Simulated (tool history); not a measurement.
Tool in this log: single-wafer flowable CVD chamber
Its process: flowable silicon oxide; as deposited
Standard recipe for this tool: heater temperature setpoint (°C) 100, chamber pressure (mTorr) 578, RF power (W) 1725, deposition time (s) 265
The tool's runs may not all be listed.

run,day,heater temperature setpoint (°C),chamber pressure (mTorr),RF power (W),deposition time (s),"read-back reference wafer on the same gauge, thickness_nm",mean film thickness on the monitor wafer (Å)
1,0.000,100,578,1725,265,85.774,1209.58
2,0.317,100,578,1725,265,85.901,1203.00
3,1.042,100,578,1725,265,85.917,1205.23
4,1.750,100,578,1725,265,85.955,1203.21
5,2.358,100,578,1725,265,85.907,1210.35
6,2.925,100,578,1725,265,85.779,1206.94
7,3.454,100,578,1725,265,85.983,1207.12
8,3.967,100,578,1725,265,85.916,1204.47
# day 4.700: thermocouple changed; heater temperature recalibrated
9,4.721,100,578,1725,265,85.885,940.81
# day 5.254: showerhead replaced
10,5.275,100,578,1725,265,85.947,945.65
# day 5.971: RF generator calibrated
11,5.992,112,578,1850,265,85.957,615.58
12,6.154,93,578,1725,265,85.801,1237.58
13,6.692,100,578,1725,265,85.939,957.34
14,7.067,113,578,1405,265,85.993,568.04
15,7.617,95,578,1725,265,85.936,1152.14
16,7.908,115,516,1435,297,85.925,537.49
# day 8.158: gauge calibrated
# day 8.592: capacitance manometer re-zeroed and calibrated
17,8.612,100,693,1515,239,85.948,1025.13
18,9.954,100,578,1725,265,85.897,975.05
19,10.408,100,578,1725,265,85.919,973.56
20,10.750,110,578,1900,265,85.857,683.27
21,11.104,100,578,1725,265,85.821,983.08

Below are 5 alternative next runs, each starting from the tool's condition after run 21. Predict each:
A,11.125,100,578,1435,265,?,?
B,11.125,95,578,1960,250,?,?
C,11.125,100,652,2015,265,?,?
D,11.125,100,649,1725,250,?,?
E,11.125,114,670,1725,238,?,?

run,"read-back reference wafer on the same gauge, thickness_nm",mean film thickness on the monitor wafer (Å)
A,85.969,948.64
B,85.969,1139.19
C,85.969,1135.27
D,85.969,1038.71
E,85.969,607.11
With no hidden state in the tool, these same runs would have given:
run,mean film thickness on the monitor wafer (Å)
A,933.53
B,1120.48
C,1117.19
D,1022.16
E,597.91

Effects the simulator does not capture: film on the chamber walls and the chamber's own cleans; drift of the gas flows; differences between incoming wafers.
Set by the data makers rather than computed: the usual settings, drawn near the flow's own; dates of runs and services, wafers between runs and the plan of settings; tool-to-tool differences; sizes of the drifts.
